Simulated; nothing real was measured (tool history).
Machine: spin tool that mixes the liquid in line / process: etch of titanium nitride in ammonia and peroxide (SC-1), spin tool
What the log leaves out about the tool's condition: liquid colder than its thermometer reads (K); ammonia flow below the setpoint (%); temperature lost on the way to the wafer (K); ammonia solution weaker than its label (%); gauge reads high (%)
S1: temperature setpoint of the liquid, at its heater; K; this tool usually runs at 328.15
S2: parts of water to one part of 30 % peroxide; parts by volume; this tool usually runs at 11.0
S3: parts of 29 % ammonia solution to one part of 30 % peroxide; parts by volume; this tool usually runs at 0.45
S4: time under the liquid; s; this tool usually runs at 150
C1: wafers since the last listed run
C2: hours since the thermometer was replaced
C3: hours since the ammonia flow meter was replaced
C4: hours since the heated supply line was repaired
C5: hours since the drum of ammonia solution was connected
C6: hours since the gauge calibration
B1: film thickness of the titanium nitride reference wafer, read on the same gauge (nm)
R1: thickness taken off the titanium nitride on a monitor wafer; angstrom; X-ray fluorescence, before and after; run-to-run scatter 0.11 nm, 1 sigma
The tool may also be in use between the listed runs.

run,hour,S1,S2,S3,S4,C1,C2,C3,C4,C5,C6,B1,R1
1,0.0,328.15,11.0,0.45,150,0,1747.5,892.9,3366.7,1177.9,924.8,80.02,80.5
2,32.7,328.15,11.0,0.45,150,159,1780.2,925.6,3399.4,1210.6,957.5,80.02,79.6
3,60.2,328.15,11.0,0.45,150,134,1807.7,953.1,3426.9,1238.1,985.0,80.02,79.3
# hour 77.5: new drum of ammonia solution connected
# hour 84.8: gauge calibrated
4,90.7,323.65,11.0,0.45,150,143,1838.2,983.6,3457.4,13.2,5.9,80.05,57.6
# hour 117.0: heated supply line repaired
5,117.5,323.65,11.0,0.45,150,125,1865.0,1010.4,0.5,40.0,32.7,80.03,70.2
6,133.6,328.15,11.0,0.45,150,78,1881.1,1026.5,16.6,56.1,48.8,80.00,94.0
7,163.5,328.15,11.0,0.35,150,145,1911.0,1056.4,46.5,86.0,78.7,80.07,90.9
8,196.5,321.15,11.0,0.45,80,160,1944.0,1089.4,79.5,119.0,111.7,80.01,31.7
# hour 222.1: thermometer replaced
9,231.1,328.15,11.0,0.45,60,163,9.0,1124.0,114.1,153.6,146.3,79.96,45.5
10,254.8,328.15,11.0,0.45,150,115,32.7,1147.7,137.8,177.3,170.0,80.01,113.7
# hour 265.5: ammonia flow meter replaced
11,289.1,333.15,15.0,0.60,75,162,67.0,23.6,172.1,211.6,204.3,80.00,69.7
12,304.1,323.15,11.0,0.60,150,73,82.0,38.6,187.1,226.6,219.3,79.99,83.2
13,335.3,328.15,11.0,0.25,85,152,113.2,69.8,218.3,257.8,250.5,80.00,56.6
14,354.1,325.65,9.0,0.45,115,91,132.0,88.6,237.1,276.6,269.3,80.02,81.0
15,375.0,328.15,9.0,0.45,150,101,152.9,109.5,258.0,297.5,290.2,80.01,120.4
16,410.6,328.15,12.5,0.25,150,173,188.5,145.1,293.6,333.1,325.8,80.02,93.8
17,428.6,328.15,6.0,0.40,125,87,206.5,163.1,311.6,351.1,343.8,80.01,122.0
18,463.9,320.15,6.0,0.55,220,172,241.8,198.4,346.9,386.4,379.1,80.03,129.5
19,487.7,332.15,11.0,0.60,150,116,265.6,222.2,370.7,410.2,402.9,80.05,150.8
20,506.5,319.15,11.0,0.45,235,91,284.4,241.0,389.5,429.0,421.7,79.94,92.7
21,530.6,325.15,11.0,0.45,150,117,308.5,265.1,413.6,453.1,445.8,80.05,88.7
22,621.3,323.15,11.0,0.60,150,442,399.2,355.8,504.3,543.8,536.5,80.02,80.1
23,633.6,328.15,11.0,0.45,60,59,411.5,368.1,516.6,556.1,548.8,80.00,43.4
24,653.3,328.15,11.0,0.45,150,96,431.2,387.8,536.3,575.8,568.5,79.98,107.2

What if the next run were any one of these 4? Each begins from the tool's condition after run 24:
A,653.8,328.15,11.0,0.25,150,2,431.7,388.3,536.8,576.3,569.0,?,?
B,653.8,332.65,6.5,0.30,200,2,431.7,388.3,536.8,576.3,569.0,?,?
C,653.8,323.15,9.0,0.25,185,2,431.7,388.3,536.8,576.3,569.0,?,?
D,653.8,328.15,7.5,0.60,150,2,431.7,388.3,536.8,576.3,569.0,?,?

run,B1,R1
A,79.98,96.0
B,79.98,235.3
C,79.98,93.3
D,79.98,136.7
With the hidden condition removed and each run's random variation left untouched, the same runs would have given:
run,R1
A,102.8
B,251.7
C,100.2
D,146.4

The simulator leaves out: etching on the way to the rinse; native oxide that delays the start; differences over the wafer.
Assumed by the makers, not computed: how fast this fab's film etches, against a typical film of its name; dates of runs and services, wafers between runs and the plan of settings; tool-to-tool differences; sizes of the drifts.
